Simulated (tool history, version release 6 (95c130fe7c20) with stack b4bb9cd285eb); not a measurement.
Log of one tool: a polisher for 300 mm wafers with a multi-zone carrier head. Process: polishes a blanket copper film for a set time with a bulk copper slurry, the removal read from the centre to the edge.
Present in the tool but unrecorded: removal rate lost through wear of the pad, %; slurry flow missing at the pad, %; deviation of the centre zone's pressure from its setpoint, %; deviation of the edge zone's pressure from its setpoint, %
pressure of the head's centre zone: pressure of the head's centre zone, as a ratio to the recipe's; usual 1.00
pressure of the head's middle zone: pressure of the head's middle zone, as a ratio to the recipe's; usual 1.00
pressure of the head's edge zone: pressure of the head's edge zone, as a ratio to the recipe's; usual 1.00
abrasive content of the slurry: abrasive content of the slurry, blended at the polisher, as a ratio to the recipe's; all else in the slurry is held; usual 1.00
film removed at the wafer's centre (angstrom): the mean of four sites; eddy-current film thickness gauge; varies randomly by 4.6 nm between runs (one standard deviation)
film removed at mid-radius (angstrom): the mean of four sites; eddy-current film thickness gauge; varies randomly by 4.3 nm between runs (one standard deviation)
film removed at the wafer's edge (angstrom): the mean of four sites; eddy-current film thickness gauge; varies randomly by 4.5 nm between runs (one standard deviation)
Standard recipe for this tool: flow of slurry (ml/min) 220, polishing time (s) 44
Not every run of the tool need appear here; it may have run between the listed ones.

run,hour,flow of slurry (ml/min),pressure of the head's centre zone,pressure of the head's middle zone,pressure of the head's edge zone,abrasive content of the slurry,polishing time (s),wafers since the last listed run,wafers polished on this pad,hours since the slurry nozzle was cleaned,hours since the centre zone pressure was calibrated,hours since the edge zone pressure was calibrated,hours since the carrier head's membrane was replaced,"incoming thickness of the incoming film, nm",film removed at the wafer's centre (angstrom),film removed at mid-radius (angstrom),film removed at the wafer's edge (angstrom)
1,0.0,220,1.00,1.00,1.00,1.00,44,0,7962,106.2,819.1,117.4,404.7,3281.0,3461,3478,3478
# hour 37.6: worn pad replaced by a new one
2,50.5,220,1.00,1.00,1.08,0.75,44,684,190,156.7,869.6,167.9,455.2,3189.6,3344,3389,3404
3,99.3,220,1.00,0.88,1.00,1.00,44,718,908,205.5,918.4,216.7,504.0,3185.0,3364,3160,3409
# hour 131.6: carrier head's membrane replaced by a new one
4,132.1,220,0.97,1.00,1.00,1.00,44,409,1317,238.3,951.2,249.5,0.5,3216.1,3393,3420,3445
5,168.2,220,1.00,1.00,1.00,1.00,53,531,1848,274.4,987.3,285.6,36.6,3229.7,4068,4168,4134
# hour 186.7: centre zone pressure recalibrated
6,211.8,220,1.00,1.00,1.00,1.00,44,612,2460,318.0,25.1,329.2,80.2,3228.3,3406,3418,3425
7,281.6,220,1.00,0.93,1.00,1.00,44,1027,3487,387.8,94.9,399.0,150.0,3244.5,3383,3269,3361
8,335.0,275,1.11,1.00,1.00,1.00,44,785,4273,441.2,148.3,452.4,203.4,3289.4,3817,3472,3508
9,376.8,220,1.00,1.00,1.00,1.00,44,615,4888,483.0,190.1,494.2,245.2,3207.4,3268,3369,3359
# hour 411.1: edge zone pressure recalibrated
10,411.6,220,0.92,1.00,1.00,0.75,57,482,5371,517.8,224.9,0.5,280.0,3271.6,3771,4160,4090
11,459.6,220,1.00,1.00,1.03,1.00,40,706,6077,565.8,272.9,48.5,328.0,3243.1,2920,2995,2976
12,501.4,220,1.06,1.00,1.00,1.20,34,615,6692,607.6,314.7,90.3,369.8,3239.5,2688,2503,2580
13,527.5,220,1.00,1.00,1.00,0.90,44,384,7076,633.7,340.8,116.4,395.9,3253.0,3080,3140,3237
14,553.3,220,1.03,0.97,1.00,1.00,44,379,7456,659.5,366.6,142.2,421.7,3190.8,3151,3085,3218
# hour 582.6: slurry nozzle cleaned
15,584.5,220,1.00,1.00,1.00,1.00,44,444,7900,1.9,397.8,173.4,452.9,3261.9,3407,3495,3520
# hour 603.0: worn pad replaced by a new one
16,608.8,220,1.03,1.00,1.11,1.30,44,298,85,26.2,422.1,197.7,477.2,3275.9,3695,3677,3838
# hour 618.1: carrier head's membrane replaced by a new one
17,654.0,245,1.00,1.00,1.00,0.85,44,591,677,71.4,467.3,242.9,35.9,3229.6,3443,3501,3356
18,693.1,220,1.00,1.00,1.00,1.00,44,575,1252,110.5,506.4,282.0,75.0,3246.8,3500,3402,3416
19,843.6,220,1.00,1.00,1.00,1.00,44,2214,3467,261.0,656.9,432.5,225.5,3211.3,3415,3452,3336
# hour 856.5: edge zone pressure recalibrated
20,873.3,220,1.04,0.94,1.00,1.25,44,407,3874,290.7,686.6,16.8,255.2,3240.0,3661,3433,3525
21,943.7,220,1.00,1.00,1.00,1.00,44,1035,4910,361.1,757.0,87.2,325.6,3194.1,3398,3400,3376

Across each entry between runs, compare the hidden state at the last listed run before it with the hidden state at the first listed run after it:
From run 1 to run 2: worn pad replaced by a new one (hour 37.6)
  slurry flow missing at the pad, %: 4.47 -> 5.69
  measured minus no-state result, film removed at the wafer's centre (angstrom): -27 -> -33; film removed at mid-radius (angstrom): -23 -> -30; film removed at the wafer's edge (angstrom): -17 -> -22
From run 3 to run 4: carrier head's membrane replaced by a new one (hour 131.6)
  slurry flow missing at the pad, %: 7.31 -> 8.64
  measured minus no-state result, film removed at the wafer's centre (angstrom): -43 -> -52; film removed at mid-radius (angstrom): -37 -> -48; film removed at the wafer's edge (angstrom): -29 -> -35
From run 5 to run 6: centre zone pressure recalibrated (hour 186.7)
  slurry flow missing at the pad, %: 10.3 -> 12.7
  measured minus no-state result, film removed at the wafer's centre (angstrom): -77 -> -82; film removed at mid-radius (angstrom): -71 -> -74; film removed at the wafer's edge (angstrom): -52 -> -54
From run 9 to run 10: edge zone pressure recalibrated (hour 411.1)
  slurry flow missing at the pad, %: 24.8 -> 28
  measured minus no-state result, film removed at the wafer's centre (angstrom): -184 -> -254; film removed at mid-radius (angstrom): -169 -> -250; film removed at the wafer's edge (angstrom): -123 -> -179
From run 14 to run 15: slurry nozzle cleaned (hour 582.6)
  slurry flow missing at the pad, %: 43.3 -> 0.411
  measured minus no-state result, film removed at the wafer's centre (angstrom): -449 -> -2; film removed at mid-radius (angstrom): -387 -> -2; film removed at the wafer's edge (angstrom): -286 -> -1
From run 15 to run 16: worn pad replaced by a new one (hour 603.0)
  slurry flow missing at the pad, %: 0.411 -> 0.473
  measured minus no-state result, film removed at the wafer's centre (angstrom): -2 -> -3; film removed at mid-radius (angstrom): -2 -> -3; film removed at the wafer's edge (angstrom): -1 -> -2
From run 16 to run 17: carrier head's membrane replaced by a new one (hour 618.1)
  slurry flow missing at the pad, %: 0.473 -> 0.878
  measured minus no-state result, film removed at the wafer's centre (angstrom): -3 -> -4; film removed at mid-radius (angstrom): -3 -> -4; film removed at the wafer's edge (angstrom): -2 -> -2
From run 19 to run 20: edge zone pressure recalibrated (hour 856.5)
  slurry flow missing at the pad, %: 6.65 -> 8.16
  measured minus no-state result, film removed at the wafer's centre (angstrom): -40 -> -53; film removed at mid-radius (angstrom): -37 -> -45; film removed at the wafer's edge (angstrom): -26 -> -34
